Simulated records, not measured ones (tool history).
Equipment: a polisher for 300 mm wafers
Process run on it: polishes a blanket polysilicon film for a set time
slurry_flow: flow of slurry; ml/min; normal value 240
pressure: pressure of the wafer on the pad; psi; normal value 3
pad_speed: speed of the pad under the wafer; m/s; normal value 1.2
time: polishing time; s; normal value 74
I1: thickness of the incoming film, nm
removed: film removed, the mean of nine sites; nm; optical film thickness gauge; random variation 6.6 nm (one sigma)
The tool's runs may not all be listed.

Run 1, hour 0: usual settings; I1 2280.5. Result: removed 724.3 nm.
At hour 45: slurry nozzle cleaned.
At hour 69: worn pad replaced by a new one.
Run 2, hour 69.5: usual settings; I1 2263.9. Result: removed 735.5 nm.
Run 3, hour 98: usual settings; I1 2270.8. Result: removed 735 nm.
Run 4, hour 136.5: usual settings; I1 2250.5. Result: removed 732.6 nm.
Run 5, hour 183.9: usual settings; I1 2229.7. Result: removed 734.5 nm.
Run 6, hour 245.3: usual settings; I1 2259.3. Result: removed 733.6 nm.
Run 7, hour 273.7: usual settings; I1 2250. Result: removed 720.3 nm.
Run 8, hour 331.3: usual settings but pressure 3.4 psi; I1 2240.5. Result: removed 837.5 nm.
Run 9, hour 365.6: usual settings but slurry_flow 295 ml/min; I1 2230.8. Result: removed 741 nm.
Run 10, hour 390.5: usual settings but slurry_flow 295 ml/min; I1 2245.5. Result: removed 739.5 nm.
Run 11, hour 432.4: usual settings but slurry_flow 295 ml/min; I1 2268.5. Result: removed 732.7 nm.
Run 12, hour 497.2: usual settings; I1 2276.7. Result: removed 713.3 nm.
At hour 523.1: worn pad replaced by a new one.
At hour 544.1: slurry nozzle cleaned.
Run 13, hour 547.2: usual settings; I1 2284.9. Result: removed 668.3 nm.
Run 14, hour 587.2: usual settings; I1 2274. Result: removed 662.7 nm.
Run 15, hour 618.2: usual settings; I1 2309.2. Result: removed 668.6 nm.
Run 16, hour 675.5: usual settings but pad_speed 1.44 m/s; I1 2251.8. Result: removed 810.1 nm.
Run 17, hour 737.6: usual settings but pad_speed 0.98 m/s; I1 2278.1. Result: removed 534.9 nm.
At hour 788.2: head pressure recalibrated.
Run 18, hour 795.7: usual settings but slurry_flow 205 ml/min, pressure 3.4 psi, time 87 s; I1 2264. Result: removed 836.2 nm.
At hour 861.2: slurry nozzle cleaned, repeated, since the last time left the tool worse.
At hour 864.9: worn pad replaced by a new one.
Run 19, hour 922.4: usual settings but pad_speed 1.58 m/s, time 56 s; I1 2279.7. Result: removed 732.7 nm.
Run 20, hour 952.1: usual settings but pad_speed 1.48 m/s; I1 2307.2. Result: removed 908 nm.
Run 21, hour 979.3: usual settings but time 59 s; I1 2301.6. Result: removed 581.9 nm.

Expected results for the next run?
Run 22, hour 1047.8: usual settings but slurry_flow 160 ml/min, pressure 3.5 psi, time 81 s; I1 2265.1. Result: removed ?.

{"run 22": {"removed": 867.2}}
If the tool had no hidden condition, the same run with the same run-to-run variation would have returned removed 875.4 nm.

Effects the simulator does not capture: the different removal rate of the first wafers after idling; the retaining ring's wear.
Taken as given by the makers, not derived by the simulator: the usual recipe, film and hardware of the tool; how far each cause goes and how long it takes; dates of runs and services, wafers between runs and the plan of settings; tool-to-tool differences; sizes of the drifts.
